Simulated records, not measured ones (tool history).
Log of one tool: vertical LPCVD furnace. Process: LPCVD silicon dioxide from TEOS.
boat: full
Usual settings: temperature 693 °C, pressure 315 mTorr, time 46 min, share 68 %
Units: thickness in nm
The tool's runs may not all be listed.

| run | hour | temperature | pressure | time | share | wafers since the last listed run | hours since the last temperature calibration | hours since the pressure gauge was zeroed | hours since the TEOS flow controller was replaced | hours since the gauge calibration | read-back reference wafer on the same gauge, thickness | thickness |
|---|---|---|---|---|---|---|---|---|---|---|---|---|
| 1 | 0 | 693 | 315 | 46 | 68 | 0 | 4391 | 3479.2 | 2462.3 | 261.6 | 271.05 | 290.58 |
| 2 | 17.6 | 693 | 315 | 46 | 68 | 182 | 4408.6 | 3496.8 | 2479.9 | 279.2 | 271.01 | 290.3 |
| 3 | 32.4 | 693 | 315 | 46 | 68 | 153 | 4423.4 | 3511.6 | 2494.7 | 294 | 271.07 | 290.21 |
| 4 | 48.1 | 693 | 315 | 46 | 68 | 162 | 4439.1 | 3527.3 | 2510.4 | 309.7 | 270.92 | 289.84 |
| 5 | 63.2 | 693 | 315 | 46 | 68 | 156 | 4454.2 | 3542.4 | 2525.5 | 324.8 | 271.22 | 289.13 |
| 6 | 78.3 | 693 | 315 | 46 | 68 | 156 | 4469.3 | 3557.5 | 2540.6 | 339.9 | 270.97 | 290.25 |
|  | 96.6 | gauge calibrated |
|  | 115 | TEOS flow controller replaced |
| 7 | 115.5 | 693 | 315 | 46 | 68 | 136 | 4506.5 | 3594.7 | 0.5 | 18.9 | 270.85 | 289.13 |
| 8 | 119.4 | 693 | 315 | 46 | 68 | 40 | 4510.4 | 3598.6 | 4.4 | 22.8 | 271.04 | 289.69 |
| 9 | 123.3 | 693 | 315 | 46 | 68 | 40 | 4514.3 | 3602.5 | 8.3 | 26.7 | 270.75 | 289.56 |
| 10 | 134.8 | 693 | 315 | 46 | 68 | 119 | 4525.8 | 3614 | 19.8 | 38.2 | 270.99 | 289.98 |
| 11 | 143.1 | 693 | 315 | 46 | 68 | 85 | 4534.1 | 3622.3 | 28.1 | 46.5 | 270.95 | 289.04 |
| 12 | 156.1 | 693 | 315 | 50 | 58 | 134 | 4547.1 | 3635.3 | 41.1 | 59.5 | 271.04 | 291.29 |
| 13 | 171.6 | 693 | 315 | 46 | 68 | 160 | 4562.6 | 3650.8 | 56.6 | 75 | 270.79 | 288.61 |
|  | 204.5 | thermocouples replaced and temperature profile calibrated |
| 14 | 205 | 686 | 385 | 56.5 | 72 | 97 | 0.5 | 3684.2 | 90 | 108.4 | 270.75 | 342.19 |
| 15 | 208.9 | 682 | 270 | 51.5 | 68 | 40 | 4.4 | 3688.1 | 93.9 | 112.3 | 270.79 | 230.25 |
| 16 | 212.8 | 693 | 355 | 46 | 68 | 40 | 8.3 | 3692 | 97.8 | 116.2 | 270.97 | 308.02 |
| 17 | 216.7 | 693 | 315 | 46 | 68 | 40 | 12.2 | 3695.9 | 101.7 | 120.1 | 270.94 | 289.66 |
|  | 247.3 | pressure gauge zeroed |
| 18 | 247.8 | 693 | 315 | 62.5 | 61 | 73 | 43.3 | 0.5 | 132.8 | 151.2 | 271.08 | 371.97 |
| 19 | 251.7 | 693 | 315 | 46 | 56 | 40 | 47.2 | 4.4 | 136.7 | 155.1 | 271.05 | 262.31 |
| 20 | 260.1 | 689 | 250 | 61 | 74 | 87 | 55.6 | 12.8 | 145.1 | 163.5 | 270.98 | 324.37 |
| 21 | 271.9 | 698 | 350 | 40.5 | 74 | 122 | 67.4 | 24.6 | 156.9 | 175.3 | 271.15 | 315.52 |
| 22 | 283.3 | 685 | 315 | 64 | 60 | 118 | 78.8 | 36 | 168.3 | 186.7 | 271 | 314.37 |
| 23 | 291.9 | 693 | 315 | 46 | 80 | 89 | 87.4 | 44.6 | 176.9 | 195.3 | 270.74 | 314 |
| 24 | 302.6 | 693 | 315 | 33.5 | 62 | 110 | 98.1 | 55.3 | 187.6 | 206 | 271.37 | 200.86 |
| 25 | 320.3 | 693 | 315 | 46 | 68 | 183 | 115.8 | 73 | 205.3 | 223.7 | 270.91 | 288.9 |

The tool's hidden state at each run:
true tube temperature minus thermocouple reading, K: 0 in every run
true pressure minus gauge reading, mTorr: 0 in every run
deviation of the TEOS flow from its setpoint, %: 0 in every run
gauge reads high (%): 0 in every run

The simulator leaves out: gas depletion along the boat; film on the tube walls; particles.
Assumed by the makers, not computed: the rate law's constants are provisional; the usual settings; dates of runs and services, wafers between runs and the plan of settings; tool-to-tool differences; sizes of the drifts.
